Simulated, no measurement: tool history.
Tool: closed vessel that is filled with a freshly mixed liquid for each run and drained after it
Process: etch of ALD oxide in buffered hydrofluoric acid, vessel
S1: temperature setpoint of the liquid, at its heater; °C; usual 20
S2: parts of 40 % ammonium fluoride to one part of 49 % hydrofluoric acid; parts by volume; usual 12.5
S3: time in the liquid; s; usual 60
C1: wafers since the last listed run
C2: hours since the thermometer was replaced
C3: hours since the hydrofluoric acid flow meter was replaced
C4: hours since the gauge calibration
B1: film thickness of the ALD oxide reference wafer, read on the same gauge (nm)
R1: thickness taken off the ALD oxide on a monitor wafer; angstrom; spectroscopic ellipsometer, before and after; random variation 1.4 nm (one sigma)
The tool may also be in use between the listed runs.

run,hour,S1,S2,S3,C1,C2,C3,C4,B1,R1
1,0,18,12.5,60,0,765.4,671.3,167.2,90.01,1422.3
2,46.5,18,12.5,60,4700,811.9,717.8,213.7,90.03,1411.1
3,110.4,20,12.5,60,6459,875.8,781.7,277.6,89.98,1587
4,177.5,20,12.5,60,6783,942.9,848.8,344.7,89.99,1572.3
5,233,20,12.5,60,5610,998.4,904.3,400.2,90.01,1554
6,262.5,20,12.5,60,2982,1027.9,933.8,429.7,90.03,1551.1
7,288.6,20,12.5,60,2638,1054,959.9,455.8,90,1546
8,332.5,20,12.5,60,4437,1097.9,1003.8,499.7,90,1537.2
9,368.2,20,12.5,60,3608,1133.6,1039.5,535.4,90,1523.6
10,429.3,17.5,12.5,60,6176,1194.7,1100.6,596.5,89.99,1316.6
11,458.5,24,15.5,90,2951,1223.9,1129.8,625.7,90.01,2298.8
12,526.4,18.5,11,80,6863,1291.8,1197.7,693.6,90.01,2047.6
# hour 540.5: hydrofluoric acid flow meter replaced
13,575,17,12.5,60,4811,1340.4,34.5,742.2,89.98,1256
# hour 580.5: gauge calibrated
14,622.3,17.5,14,60,4781,1387.7,81.8,41.8,90.05,1145.9
# hour 690.1: thermometer replaced
15,693.6,17.5,12.5,75,7106,3.5,153.1,113.1,90,1862.1
16,731.3,20,14.5,60,3811,41.2,190.8,150.8,89.99,1479.9
17,769.2,23.5,14,30,3831,79.1,228.7,188.7,90.01,930.7
18,821.1,20,12.5,60,5246,131,280.6,240.6,90,1717.6
19,870.4,20,10.5,30,4983,180.3,329.9,289.9,90,1001.2
20,910.5,20,12.5,60,4053,220.4,370,330,90.03,1698.9

Hidden state at the last listed run before each entry between runs and at the first one after, where it differs:
Between runs 12 and 13: hydrofluoric acid flow meter replaced (hour 540.5)
  liquid colder than its thermometer reads (K): 2.66 -> 2.76
  measured less the result without the state, R1: -335.7 -> -216.8 angstrom
Between runs 13 and 14: gauge calibrated (hour 580.5)
  liquid colder than its thermometer reads (K): 2.76 -> 2.84
  measured less the result without the state, R1: -216.8 -> -203.4 angstrom
Between runs 14 and 15: thermometer replaced (hour 690.1)
  liquid colder than its thermometer reads (K): 2.84 -> 0.259
  measured less the result without the state, R1: -203.4 -> -27.8 angstrom
